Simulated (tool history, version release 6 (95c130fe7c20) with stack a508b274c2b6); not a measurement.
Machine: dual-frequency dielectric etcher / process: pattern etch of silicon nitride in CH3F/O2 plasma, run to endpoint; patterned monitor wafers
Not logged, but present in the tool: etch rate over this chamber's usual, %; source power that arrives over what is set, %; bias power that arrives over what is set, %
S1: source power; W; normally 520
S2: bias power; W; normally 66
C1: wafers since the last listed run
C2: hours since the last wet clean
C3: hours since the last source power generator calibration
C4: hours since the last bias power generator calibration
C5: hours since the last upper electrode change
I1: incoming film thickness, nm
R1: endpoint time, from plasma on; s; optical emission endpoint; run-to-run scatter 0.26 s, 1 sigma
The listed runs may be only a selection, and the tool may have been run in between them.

{"run": 1, "hour": 0.0, "S1": 520, "S2": 61, "C1": 0, "C2": 58, "C3": 4409.7, "C4": 1064.4, "C5": 2674.7, "I1": 80, "R1": 86.7}
{"run": 2, "hour": 38.0, "S1": 520, "S2": 61, "C1": 273, "C2": 96, "C3": 4447.7, "C4": 1102.4, "C5": 2712.7, "I1": 78.7, "R1": 85.3}
{"run": 3, "hour": 72.8, "S1": 520, "S2": 61, "C1": 250, "C2": 130.8, "C3": 4482.5, "C4": 1137.2, "C5": 2747.5, "I1": 79.8, "R1": 86.6}
{"run": 4, "hour": 104.0, "S1": 520, "S2": 66, "C1": 224, "C2": 162, "C3": 4513.7, "C4": 1168.4, "C5": 2778.7, "I1": 80.2, "R1": 84.3}
{"run": 5, "hour": 140.4, "S1": 520, "S2": 66, "C1": 262, "C2": 198.4, "C3": 4550.1, "C4": 1204.8, "C5": 2815.1, "I1": 78.9, "R1": 82.5}
{"run": 6, "hour": 270.7, "S1": 610, "S2": 66, "C1": 939, "C2": 328.7, "C3": 4680.4, "C4": 1335.1, "C5": 2945.4, "I1": 79.7, "R1": 80.7}
{"run": 7, "hour": 311.1, "S1": 610, "S2": 66, "C1": 291, "C2": 369.1, "C3": 4720.8, "C4": 1375.5, "C5": 2985.8, "I1": 79.1, "R1": 80.1}
{"run": 8, "hour": 341.9, "S1": 520, "S2": 62, "C1": 221, "C2": 399.9, "C3": 4751.6, "C4": 1406.3, "C5": 3016.6, "I1": 79.8, "R1": 85.8}
{"run": 9, "hour": 367.2, "S1": 520, "S2": 66, "C1": 182, "C2": 425.2, "C3": 4776.9, "C4": 1431.6, "C5": 3041.9, "I1": 79.4, "R1": 83}
{"run": 10, "hour": 391.4, "S1": 460, "S2": 66, "C1": 174, "C2": 449.4, "C3": 4801.1, "C4": 1455.8, "C5": 3066.1, "I1": 80, "R1": 85.8}
{"hour": 409.9, "done": "bias power generator calibrated"}
{"hour": 461.1, "done": "wet clean of the chamber"}
{"hour": 468.0, "done": "upper electrode replaced"}
{"run": 11, "hour": 468.5, "S1": 460, "S2": 66, "C1": 304, "C2": 7.4, "C3": 4878.2, "C4": 58.6, "C5": 0.5, "I1": 79.6, "R1": 85.3}
{"run": 12, "hour": 498.8, "S1": 520, "S2": 80, "C1": 218, "C2": 37.7, "C3": 4908.5, "C4": 88.9, "C5": 30.8, "I1": 79.5, "R1": 76.8}
{"run": 13, "hour": 557.5, "S1": 600, "S2": 55, "C1": 423, "C2": 96.4, "C3": 4967.2, "C4": 147.6, "C5": 89.5, "I1": 79.2, "R1": 87}
{"run": 14, "hour": 621.8, "S1": 480, "S2": 55, "C1": 463, "C2": 160.7, "C3": 5031.5, "C4": 211.9, "C5": 153.8, "I1": 79.7, "R1": 91.8}
{"run": 15, "hour": 646.3, "S1": 490, "S2": 79, "C1": 176, "C2": 185.2, "C3": 5056, "C4": 236.4, "C5": 178.3, "I1": 80.3, "R1": 79}
{"run": 16, "hour": 860.5, "S1": 440, "S2": 54, "C1": 1543, "C2": 399.4, "C3": 5270.2, "C4": 450.6, "C5": 392.5, "I1": 80.6, "R1": 95}
{"hour": 886.1, "done": "source power generator calibrated"}
{"run": 17, "hour": 886.6, "S1": 610, "S2": 78, "C1": 159, "C2": 425.5, "C3": 0.5, "C4": 476.7, "C5": 418.6, "I1": 78.8, "R1": 74.3}
{"run": 18, "hour": 911.7, "S1": 480, "S2": 74, "C1": 180, "C2": 450.6, "C3": 25.6, "C4": 501.8, "C5": 443.7, "I1": 79.2, "R1": 80.5}
{"hour": 1028.7, "done": "wet clean of the chamber"}
{"run": 19, "hour": 1029.2, "S1": 400, "S2": 78, "C1": 673, "C2": 0.5, "C3": 143.1, "C4": 619.3, "C5": 561.2, "I1": 79.6, "R1": 81.8}

Run 20, settings as shown, results not yet in. Your forecast:
{"run": 20, "hour": 1057.5, "S1": 480, "S2": 55, "C1": 203, "C2": 28.8, "C3": 171.4, "C4": 647.6, "C5": 589.5, "I1": 79.5, "R1": "?"}

{"run 20": {"R1": 91.3}}
Without the tool's hidden state the same run would have given R1 91.3 s.
